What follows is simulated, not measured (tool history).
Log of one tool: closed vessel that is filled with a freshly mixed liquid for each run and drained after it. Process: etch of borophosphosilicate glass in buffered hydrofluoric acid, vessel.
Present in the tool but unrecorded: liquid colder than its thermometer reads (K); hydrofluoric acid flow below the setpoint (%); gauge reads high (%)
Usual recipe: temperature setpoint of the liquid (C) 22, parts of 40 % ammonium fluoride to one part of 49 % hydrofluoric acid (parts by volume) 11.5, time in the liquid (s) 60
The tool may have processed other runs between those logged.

run	day	temperature setpoint of the liquid (C)	parts of 40 % ammonium fluoride to one part of 49 % hydrofluoric acid (parts by volume)	time in the liquid (s)	wafers since the last listed run	hours since the thermometer was replaced	hours since the hydrofluoric acid flow meter was replaced	hours since the gauge calibration	read-back film thickness of the borophosphosilicate glass reference wafer, read on the same gauge (nm)	thickness taken off the borophosphosilicate glass on a monitor wafer (angstrom)
1	0	22	11.5	60	0	875.4	326.2	935.8	29.97	1070
# day 0.992: thermometer replaced
2	4.125	22	11.5	35	10337	75.2	425.2	1034.8	29.99	647.4
3	6.338	23.5	11.5	60	5601	128.3	478.3	1087.9	30.03	1190.3
4	8.708	23.5	11.5	60	6002	185.2	535.2	1144.8	29.98	1180.3
5	11.375	22	11.5	60	6751	249.2	599.2	1208.8	30.01	1091.4
6	13.817	22	11.5	60	6181	307.8	657.8	1267.4	30.02	1080.7
7	18.279	22	11.5	60	11297	414.9	764.9	1374.5	30.01	1070.2
8	21.283	22	11.5	60	7605	487	837	1446.6	30.01	1065.4
9	23.746	22	9	60	6234	546.1	896.1	1505.7	30.03	1326.5
10	25.9	22	11.5	60	5453	597.8	947.8	1557.4	29.99	1059.8
# day 26.483: hydrofluoric acid flow meter replaced
11	29.112	22	11.5	30	8027	674.9	63.1	1634.5	30.03	544.8
12	32.042	19	13.5	40	7415	745.2	133.4	1704.8	29.96	524.5
# day 33.375: thermometer replaced
13	34.025	22	11.5	60	4915	15.6	181	1752.4	30.02	1116
14	36.8	22	10	60	7025	82.2	247.6	1819	30.03	1273.1
15	40.308	17.5	10	60	8881	166.4	331.8	1903.2	30.02	983.8
16	43.062	26	11.5	60	6972	232.5	397.9	1969.3	30.02	1359.5
17	47.279	22	13	60	10675	333.7	499.1	2070.5	29.98	960.2
18	51.212	22	11.5	60	9957	428.1	593.5	2164.9	30	1080
19	55.271	22	11.5	60	10274	525.5	690.9	2262.3	29.96	1075.5
20	57.571	22	7	60	5822	580.7	746.1	2317.5	30.03	1721.3
# day 58.579: gauge calibrated
# day 59.088: hydrofluoric acid flow meter replaced
21	60.85	22	7	60	8196	659.4	42.3	54.5	30.03	1772.9
# day 63.504: thermometer replaced
22	64.133	22	11.5	60	8206	15.1	121.1	133.3	30	1118.5
23	65.771	22	11.5	75	4145	54.4	160.4	172.6	29.96	1394.2
24	68.667	22	14.5	45	7331	123.9	229.9	242.1	30	663.3
25	73.138	22	11.5	60	11318	231.2	337.2	349.4	29.99	1100.7
26	76.167	20	11.5	35	7668	303.9	409.9	422.1	29.98	567.3
27	79.742	22	11.5	60	9050	389.7	495.7	507.9	30.01	1078.8
28	83.967	24	13	80	10696	491.1	597.1	609.3	30.01	1424.5
29	85.767	22	11.5	60	4556	534.3	640.3	652.5	30	1075.6
30	89.946	17.5	11.5	60	10580	634.6	740.6	752.8	29.98	822.6
31	92.625	25	15.5	35	6782	698.9	804.9	817.1	29.98	544
32	94.212	24	11.5	30	4018	737	843	855.2	30.01	587

Consider 3 possible next runs. They are alternatives, not a sequence: every one starts from the tool as it was left by run 32. What does each give?
A	94.242	22	9.5	60	73	737.7	843.7	855.9	?	?
B	94.242	26	8	50	73	737.7	843.7	855.9	?	?
C	94.242	22	15	85	73	737.7	843.7	855.9	?	?

run	read-back film thickness of the borophosphosilicate glass reference wafer, read on the same gauge (nm)	thickness taken off the borophosphosilicate glass on a monitor wafer (angstrom)
A	30.02	1265.7
B	30.02	1512.8
C	30.02	1147.3
Without the tool's unlogged condition, the same runs would have read:
run	thickness taken off the borophosphosilicate glass on a monitor wafer (angstrom)
A	1337
B	1627.3
C	1229.7
